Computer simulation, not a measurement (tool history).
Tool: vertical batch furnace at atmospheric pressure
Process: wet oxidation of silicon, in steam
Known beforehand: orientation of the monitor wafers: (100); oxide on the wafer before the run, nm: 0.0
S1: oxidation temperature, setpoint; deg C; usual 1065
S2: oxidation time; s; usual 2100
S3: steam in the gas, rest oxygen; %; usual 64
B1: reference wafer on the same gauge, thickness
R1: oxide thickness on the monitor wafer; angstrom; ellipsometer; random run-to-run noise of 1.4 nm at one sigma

run	hour	S1	S2	S3	B1	R1
1	0.0	1065	2550	64	277.86	3775.2
2	38.7	1065	2550	64	278.16	3792.9
3	122.1	1065	2550	64	278.10	3796.7
4	210.6	1056	2100	64	277.96	3166.4
5	290.0	1056	2100	64	277.83	3138.9
6	385.5	1065	2340	55	277.85	3323.3
7	456.7	1065	2100	64	277.99	3431.3
8	506.9	1065	2100	64	278.02	3418.5
9	559.9	1065	2100	64	277.84	3412.9
10	660.8	1065	2100	64	277.46	3422.0
11	755.1	1065	2100	64	278.20	3437.1
12	855.7	1065	2100	64	277.91	3452.4
13	954.0	1065	2100	64	277.86	3324.7
14	1032.3	1065	2100	64	277.89	3329.6
15	1119.1	1052	2850	64	277.67	3715.3
16	1206.2	1065	2100	64	278.34	3357.2
17	1256.7	1065	2100	70	277.84	3563.3
18	1344.4	1089	2100	76	278.04	4223.2
19	1429.9	1065	1230	64	277.97	2338.2
20	1507.4	1050	2760	75	277.90	3976.1
21	1771.1	1055	1380	54	277.98	2108.6
22	1814.6	1086	2100	55	277.57	3446.4
23	1864.9	1065	2100	64	277.98	3345.3
24	1911.9	1065	2100	64	278.06	3339.2
25	2018.0	1056	2100	64	278.59	3187.6
26	2089.8	1065	2100	64	278.26	3380.1
27	2153.9	1055	1380	54	277.87	2130.5
28	2193.9	1052	2910	69	277.91	4030.7

Taken out of this log: 4 entries between the listed runs. Where each belongs, and how the hidden state differs across it:
Run 5 -> run 6: steam generator serviced (hour 385.0)
  true tube temperature minus thermocouple reading, K: 3.02 -> 3.33; steam share off its setpoint, % of the setpoint: -3.82 -> -0.217
  the result without the hidden state subtracted from the measured one, R1: -19.3 -> +61.9 angstrom
Run 10 -> run 11: gauge calibrated (hour 736.4)
  true tube temperature minus thermocouple reading, K: 4.33 -> 4.7; steam share off its setpoint, % of the setpoint: -0.325 -> -0.411
  the result without the hidden state subtracted from the measured one, R1: +80.3 -> +86.2 angstrom
Run 12 -> run 13: thermocouples replaced and temperature profile calibrated (hour 924.7)
  true tube temperature minus thermocouple reading, K: 5.12 -> 0.00502; steam share off its setpoint, % of the setpoint: -0.531 -> -0.675
  the result without the hidden state subtracted from the measured one, R1: +92.1 -> -14.3 angstrom
Run 20 -> run 21: steam generator serviced (hour 1659.1)
  true tube temperature minus thermocouple reading, K: 0.307 -> 0.642; steam share off its setpoint, % of the setpoint: -2 -> -0.591
  the result without the hidden state subtracted from the measured one, R1: -44.1 -> +1.5 angstrom
